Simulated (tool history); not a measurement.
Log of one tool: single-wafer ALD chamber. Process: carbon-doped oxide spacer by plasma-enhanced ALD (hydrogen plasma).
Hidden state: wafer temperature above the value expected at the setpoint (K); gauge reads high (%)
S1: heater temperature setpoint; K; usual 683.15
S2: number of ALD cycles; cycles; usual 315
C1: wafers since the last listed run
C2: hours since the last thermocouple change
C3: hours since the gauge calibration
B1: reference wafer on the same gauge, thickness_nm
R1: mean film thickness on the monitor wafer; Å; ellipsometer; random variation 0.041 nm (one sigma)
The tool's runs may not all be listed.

Run 1, hour 0: usual settings; C1 0; C2 688.2; C3 173.6; B1 17.724. Result: R1 149.59 Å.
Run 2, hour 9.7: usual settings; C1 10; C2 697.9; C3 183.3; B1 17.717. Result: R1 149.73 Å.
Run 3, hour 25.2: usual settings; C1 16; C2 713.4; C3 198.8; B1 17.71. Result: R1 149.34 Å.
Run 4, hour 39.8: usual settings; C1 15; C2 728; C3 213.4; B1 17.7. Result: R1 150.33 Å.
Run 5, hour 50.2: usual settings but S1 676.15 K; C1 11; C2 738.4; C3 223.8; B1 17.671. Result: R1 153.79 Å.
Run 6, hour 75: usual settings but S1 676.15 K; C1 26; C2 763.2; C3 248.6; B1 17.703. Result: R1 152.96 Å.
Run 7, hour 114.9: usual settings but S1 679.15 K; C1 42; C2 803.1; C3 288.5; B1 17.692. Result: R1 152.02 Å.
Run 8, hour 132.6: usual settings; C1 19; C2 820.8; C3 306.2; B1 17.708. Result: R1 149.85 Å.
Run 9, hour 146.3: usual settings but S2 341 cycles; C1 14; C2 834.5; C3 319.9; B1 17.731. Result: R1 162.36 Å.
Run 10, hour 163.3: usual settings but S2 341 cycles; C1 18; C2 851.5; C3 336.9; B1 17.706. Result: R1 162.86 Å.
Run 11, hour 175.8: usual settings but S2 328 cycles; C1 13; C2 864; C3 349.4; B1 17.689. Result: R1 155.59 Å.
Run 12, hour 189.6: usual settings but S2 356 cycles; C1 14; C2 877.8; C3 363.2; B1 17.701. Result: R1 169.65 Å.
At hour 190.5: gauge calibrated.
Run 13, hour 200.2: usual settings but S2 356 cycles; C1 11; C2 888.4; C3 9.7; B1 17.681. Result: R1 169.83 Å.
Run 14, hour 216.2: usual settings; C1 17; C2 904.4; C3 25.7; B1 17.706. Result: R1 150.78 Å.
Run 15, hour 223.8: usual settings but S1 673.15 K; C1 8; C2 912; C3 33.3; B1 17.711. Result: R1 153.3 Å.
Run 16, hour 237.9: usual settings but S1 673.15 K; C1 15; C2 926.1; C3 47.4; B1 17.704. Result: R1 153.35 Å.
Run 17, hour 255.8: usual settings but S1 688.15 K; C1 19; C2 944; C3 65.3; B1 17.72. Result: R1 148.35 Å.
Run 18, hour 270: usual settings but S1 688.15 K; C1 15; C2 958.2; C3 79.5; B1 17.705. Result: R1 147.6 Å.
At hour 301.9: thermocouple changed; heater temperature recalibrated.
Run 19, hour 306: usual settings but S1 688.15 K; C1 30; C2 4.1; C3 115.5; B1 17.677. Result: R1 145.62 Å.
Run 20, hour 318.9: usual settings; C1 13; C2 17; C3 128.4; B1 17.711. Result: R1 147.98 Å.
Run 21, hour 333.9: usual settings; C1 16; C2 32; C3 143.4; B1 17.699. Result: R1 148.45 Å.
Run 22, hour 347.3: usual settings but S1 687.15 K; C1 14; C2 45.4; C3 156.8; B1 17.717. Result: R1 146.93 Å.
Run 23, hour 364.4: usual settings but S1 687.15 K; C1 18; C2 62.5; C3 173.9; B1 17.708. Result: R1 146.52 Å.
Run 24, hour 375.3: usual settings but S1 687.15 K; C1 11; C2 73.4; C3 184.8; B1 17.689. Result: R1 145.44 Å.
Run 25, hour 391.6: usual settings but S1 673.15 K, S2 267 cycles; C1 17; C2 89.7; C3 201.1; B1 17.703. Result: R1 129.16 Å.
Run 26, hour 404.1: usual settings; C1 13; C2 102.2; C3 213.6; B1 17.709. Result: R1 148.81 Å.
Run 27, hour 414.1: usual settings but S2 281 cycles; C1 10; C2 112.2; C3 223.6; B1 17.713. Result: R1 132.68 Å.
Run 28, hour 428.7: usual settings but S1 695.15 K, S2 259 cycles; C1 15; C2 126.8; C3 238.2; B1 17.71. Result: R1 116.72 Å.
Run 29, hour 445.8: usual settings but S1 694.15 K, S2 352 cycles; C1 18; C2 143.9; C3 255.3; B1 17.684. Result: R1 159.55 Å.
Run 30, hour 484.8: usual settings but S2 261 cycles; C1 41; C2 182.9; C3 294.3; B1 17.704. Result: R1 123.25 Å.
Run 31, hour 492.7: usual settings but S1 673.15 K, S2 285 cycles; C1 8; C2 190.8; C3 302.2; B1 17.69. Result: R1 138.63 Å.
Run 32, hour 499.6: usual settings but S1 687.15 K, S2 287 cycles; C1 7; C2 197.7; C3 309.1; B1 17.714. Result: R1 133.37 Å.
Run 33, hour 515.8: usual settings but S1 691.15 K, S2 271 cycles; C1 17; C2 213.9; C3 325.3; B1 17.715. Result: R1 124.61 Å.
At hour 557.4: gauge calibrated.
Run 34, hour 569: usual settings but S1 689.15 K; C1 57; C2 267.1; C3 11.6; B1 17.687. Result: R1 145.8 Å.
Run 35, hour 581.7: usual settings; C1 13; C2 279.8; C3 24.3; B1 17.7. Result: R1 149.09 Å.
Run 36, hour 588.5: usual settings but S1 697.15 K, S2 286 cycles; C1 7; C2 286.6; C3 31.1; B1 17.69. Result: R1 128.31 Å.
Run 37, hour 598.8: usual settings but S2 351 cycles; C1 11; C2 296.9; C3 41.4; B1 17.701. Result: R1 166.16 Å.
Run 38, hour 608.3: usual settings but S1 691.15 K, S2 349 cycles; C1 10; C2 306.4; C3 50.9; B1 17.678. Result: R1 160.4 Å.
Run 39, hour 619.4: usual settings but S1 674.15 K; C1 11; C2 317.5; C3 62; B1 17.7. Result: R1 152.61 Å.
Run 40, hour 625.6: usual settings but S2 338 cycles; C1 6; C2 323.7; C3 68.2; B1 17.683. Result: R1 159.86 Å.
Run 41, hour 633.5: usual settings; C1 8; C2 331.6; C3 76.1; B1 17.723. Result: R1 147.81 Å.
Run 42, hour 645.5: usual settings but S1 676.15 K, S2 343 cycles; C1 12; C2 343.6; C3 88.1; B1 17.676. Result: R1 165.89 Å.
Run 43, hour 651.9: usual settings but S1 672.15 K, S2 268 cycles; C1 6; C2 350; C3 94.5; B1 17.676. Result: R1 130.58 Å.
Run 44, hour 667.9: usual settings but S1 697.15 K, S2 333 cycles; C1 17; C2 366; C3 110.5; B1 17.719. Result: R1 150.12 Å.
Run 45, hour 674.9: usual settings but S1 692.15 K, S2 284 cycles; C1 7; C2 373; C3 117.5; B1 17.7. Result: R1 129.95 Å.
Run 46, hour 682.1: usual settings but S1 694.15 K, S2 339 cycles; C1 7; C2 380.2; C3 124.7; B1 17.702. Result: R1 154.11 Å.
Run 47, hour 688.3: usual settings but S1 675.15 K, S2 287 cycles; C1 6; C2 386.4; C3 130.9; B1 17.682. Result: R1 139.19 Å.
Run 48, hour 697.6: usual settings; C1 9; C2 395.7; C3 140.2; B1 17.715. Result: R1 149.81 Å.

3 ways to go on from here, each from the tool as it stands after run 48. What would each give?
Run A, hour 698.5: usual settings; C1 0; C2 396.6; C3 141.1; B1 ?. Result: R1 ?.
Run B, hour 698.5: usual settings but S1 697.15 K, S2 280 cycles; C1 0; C2 396.6; C3 141.1; B1 ?. Result: R1 ?.
Run C, hour 698.5: usual settings but S1 688.15 K, S2 296 cycles; C1 0; C2 396.6; C3 141.1; B1 ?. Result: R1 ?.

run     B1      R1
  A  17.71  148.95
  B  17.71  125.89
  C  17.71  137.51
Without the tool's hidden state the same runs would have given:
run      R1
  A  148.24
  B  125.26
  C  136.84
